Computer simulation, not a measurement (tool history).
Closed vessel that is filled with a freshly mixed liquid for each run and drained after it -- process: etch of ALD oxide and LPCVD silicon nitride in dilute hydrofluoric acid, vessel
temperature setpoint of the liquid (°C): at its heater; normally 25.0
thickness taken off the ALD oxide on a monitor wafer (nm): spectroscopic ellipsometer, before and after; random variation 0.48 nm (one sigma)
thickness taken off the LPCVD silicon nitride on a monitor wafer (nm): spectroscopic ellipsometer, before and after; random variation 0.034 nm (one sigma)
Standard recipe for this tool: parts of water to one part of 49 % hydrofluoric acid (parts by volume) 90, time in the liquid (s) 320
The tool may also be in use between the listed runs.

run,hour,temperature setpoint of the liquid (°C),parts of water to one part of 49 % hydrofluoric acid (parts by volume),time in the liquid (s),"read-back film thickness of the ALD oxide reference wafer, read on the same gauge (nm)","read-back film thickness of the LPCVD silicon nitride reference wafer, read on the same gauge (nm)",thickness taken off the ALD oxide on a monitor wafer (nm),thickness taken off the LPCVD silicon nitride on a monitor wafer (nm)
1,0.0,27.0,90,320,29.98,80.003,59.11,1.844
2,98.7,27.0,90,320,29.99,79.987,58.31,1.875
3,175.1,27.5,90,320,30.02,79.991,58.49,1.817
4,277.1,25.0,90,430,29.98,79.993,69.25,2.034
5,346.6,25.0,90,430,30.00,80.013,68.25,2.027
6,386.2,25.0,90,430,29.99,80.007,68.46,2.016
# hour 400.0: hydrofluoric acid flow meter replaced
# hour 469.2: thermometer replaced
7,487.1,25.0,100,365,29.98,80.008,55.30,1.631
8,547.3,25.0,100,365,29.99,80.005,54.28,1.612
9,627.0,25.0,115,320,30.01,80.008,40.53,1.238
# hour 652.5: gauge calibrated
10,820.1,25.0,45,410,29.98,80.001,139.18,3.901
11,871.0,25.0,90,320,30.00,79.988,50.50,1.564
12,938.4,27.5,90,505,30.00,79.998,87.90,2.683
# hour 943.5: hydrofluoric acid flow meter replaced
13,985.6,29.0,90,395,30.00,80.011,76.82,2.572
14,1089.9,30.0,135,320,30.00,79.991,40.32,1.455
15,1179.4,23.0,105,440,29.99,80.002,55.69,1.616
16,1248.5,25.0,90,430,30.00,80.001,69.41,2.093

Table of differences, measured result less the result of that run with no hidden state. Run-to-run variation is the same in both. Gauge scatter possibly is not:
Hidden conditions of the tool in this case: liquid colder than its thermometer reads (K); hydrofluoric acid flow below the setpoint (%); gauge reads high (%).
run,thickness taken off the ALD oxide on a monitor wafer (nm),thickness taken off the LPCVD silicon nitride on a monitor wafer (nm)
1,-1.13,-0.031
2,-2.20,-0.063
3,-3.09,-0.085
4,-5.06,-0.131
5,-5.97,-0.155
6,-6.55,-0.169
7,-0.99,-0.026
8,-1.58,-0.041
9,-1.83,-0.049
10,-10.95,-0.281
11,-4.73,-0.129
12,-9.57,-0.257
13,-2.14,-0.063
14,-2.03,-0.062
15,-3.67,-0.093
16,-5.51,-0.147
